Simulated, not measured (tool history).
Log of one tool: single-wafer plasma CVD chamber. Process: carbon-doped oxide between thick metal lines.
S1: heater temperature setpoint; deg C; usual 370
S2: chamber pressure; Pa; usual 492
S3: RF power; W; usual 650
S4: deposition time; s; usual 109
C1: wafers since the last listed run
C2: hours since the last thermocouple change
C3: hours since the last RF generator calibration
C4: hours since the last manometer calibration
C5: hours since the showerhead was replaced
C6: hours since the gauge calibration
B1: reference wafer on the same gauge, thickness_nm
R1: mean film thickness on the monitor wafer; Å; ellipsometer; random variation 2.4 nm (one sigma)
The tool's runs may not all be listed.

| run | day | S1 | S2 | S3 | S4 | C1 | C2 | C3 | C4 | C5 | C6 | B1 | R1 |
|---|---|---|---|---|---|---|---|---|---|---|---|---|---|
| 1 | 0 | 370 | 492 | 700 | 109 | 0 | 217.9 | 881.8 | 803.8 | 5909.6 | 2162.1 | 695.109 | 6332.94 |
|  | 2.658 | capacitance manometer re-zeroed and calibrated |
| 2 | 3.175 | 370 | 492 | 700 | 109 | 823 | 294.1 | 958 | 12.4 | 5985.8 | 2238.3 | 694.791 | 6329.13 |
| 3 | 5.492 | 381 | 492 | 650 | 109 | 671 | 349.7 | 1013.6 | 68 | 6041.4 | 2293.9 | 695.056 | 5702.05 |
| 4 | 7.254 | 381 | 492 | 650 | 109 | 510 | 392 | 1055.9 | 110.3 | 6083.7 | 2336.2 | 694.519 | 5733.65 |
| 5 | 10.338 | 370 | 492 | 650 | 109 | 893 | 466 | 1129.9 | 184.3 | 6157.7 | 2410.2 | 695.912 | 5853.11 |
| 6 | 14.421 | 370 | 492 | 650 | 88 | 1183 | 564 | 1227.9 | 282.3 | 6255.7 | 2508.2 | 695.046 | 4721.98 |
| 7 | 18.221 | 370 | 492 | 580 | 109 | 1101 | 655.2 | 1319.1 | 373.5 | 6346.9 | 2599.4 | 695.366 | 5207.21 |
| 8 | 22.642 | 360 | 584 | 580 | 96 | 1281 | 761.3 | 1425.2 | 479.6 | 6453 | 2705.5 | 695.292 | 4708.74 |
| 9 | 24.175 | 370 | 431 | 650 | 109 | 444 | 798.1 | 1462 | 516.4 | 6489.8 | 2742.3 | 694.552 | 5765.43 |
| 10 | 27.1 | 370 | 492 | 560 | 109 | 847 | 868.3 | 1532.2 | 586.6 | 6560 | 2812.5 | 694.247 | 4972.8 |
| 11 | 28.612 | 370 | 603 | 650 | 109 | 438 | 904.6 | 1568.5 | 622.9 | 6596.3 | 2848.8 | 694.933 | 5917.7 |
| 12 | 31.275 | 370 | 492 | 650 | 109 | 771 | 968.5 | 1632.4 | 686.8 | 6660.2 | 2912.7 | 694.819 | 5811.03 |
| 13 | 33.35 | 370 | 492 | 650 | 93 | 601 | 1018.3 | 1682.2 | 736.6 | 6710 | 2962.5 | 694.635 | 4953.8 |
|  | 34.083 | showerhead replaced, of another model than before |
| 14 | 34.962 | 370 | 492 | 650 | 109 | 370 | 1057 | 1720.9 | 775.3 | 21.1 | 3001.2 | 694.641 | 5836.25 |
|  | 35.992 | thermocouple changed; heater temperature recalibrated |
|  | 36.746 | RF generator calibrated |
|  | 37.6 | gauge calibrated |
| 15 | 39.446 | 364 | 449 | 760 | 109 | 1106 | 82.9 | 64.8 | 882.9 | 128.7 | 44.3 | 694.764 | 6644.39 |
| 16 | 41.367 | 370 | 603 | 650 | 91 | 556 | 129 | 110.9 | 929 | 174.8 | 90.4 | 695.97 | 5114.27 |
|  | 43.262 | capacitance manometer re-zeroed and calibrated |
| 17 | 44.146 | 370 | 492 | 650 | 109 | 708 | 195.7 | 177.6 | 21.2 | 241.5 | 157.1 | 695.157 | 5904.3 |
| 18 | 47.129 | 364 | 545 | 650 | 116 | 864 | 267.3 | 249.2 | 92.8 | 313.1 | 228.7 | 695.505 | 6462.25 |
| 19 | 49.146 | 363 | 455 | 730 | 98 | 584 | 315.7 | 297.6 | 141.2 | 361.5 | 277.1 | 695.171 | 5801.97 |
| 20 | 51.196 | 370 | 535 | 650 | 119 | 594 | 364.9 | 346.8 | 190.4 | 410.7 | 326.3 | 694.575 | 6524.05 |
| 21 | 55.079 | 370 | 492 | 650 | 116 | 1125 | 458.1 | 440 | 283.6 | 503.9 | 419.5 | 694.897 | 6285.37 |
| 22 | 57.562 | 375 | 492 | 650 | 109 | 719 | 517.7 | 499.6 | 343.2 | 563.5 | 479.1 | 695.091 | 5846.89 |
| 23 | 61.975 | 376 | 544 | 575 | 102 | 1278 | 623.6 | 605.5 | 449.1 | 669.4 | 585 | 694.395 | 5062.05 |
| 24 | 66.004 | 359 | 571 | 615 | 120 | 1167 | 720.3 | 702.2 | 545.8 | 766.1 | 681.7 | 695.277 | 6427.66 |
| 25 | 68.062 | 370 | 492 | 650 | 109 | 596 | 769.7 | 751.6 | 595.2 | 815.5 | 731.1 | 695.787 | 5896.83 |
| 26 | 72.075 | 370 | 452 | 650 | 94 | 1163 | 866 | 847.9 | 691.5 | 911.8 | 827.4 | 694.186 | 5016.66 |
|  | 78.425 | thermocouple changed; heater temperature recalibrated |
| 27 | 80.388 | 359 | 492 | 650 | 126 | 2312 | 47.1 | 1047.4 | 891 | 1111.3 | 1026.9 | 695.07 | 6930.56 |

5 ways to go on from here, each from the tool as it stands after run 27. What would each give?
| A | 80.404 | 370 | 492 | 650 | 109 | 4 | 47.5 | 1047.8 | 891.4 | 1111.7 | 1027.3 | ? | ? |
| B | 80.404 | 370 | 492 | 565 | 109 | 4 | 47.5 | 1047.8 | 891.4 | 1111.7 | 1027.3 | ? | ? |
| C | 80.404 | 385 | 389 | 650 | 109 | 4 | 47.5 | 1047.8 | 891.4 | 1111.7 | 1027.3 | ? | ? |
| D | 80.404 | 370 | 588 | 650 | 109 | 4 | 47.5 | 1047.8 | 891.4 | 1111.7 | 1027.3 | ? | ? |
| E | 80.404 | 385 | 552 | 535 | 128 | 4 | 47.5 | 1047.8 | 891.4 | 1111.7 | 1027.3 | ? | ? |

| run | B1 | R1 |
|---|---|---|
| A | 695.17 | 5885.24 |
| B | 695.17 | 5283.3 |
| C | 695.17 | 5594.02 |
| D | 695.17 | 6030.4 |
| E | 695.17 | 5869.79 |
Without the tool's hidden state the same runs would have given:
| run | R1 |
|---|---|
| A | 5970.59 |
| B | 5362.39 |
| C | 5675.15 |
| D | 6117.86 |
| E | 5958.72 |
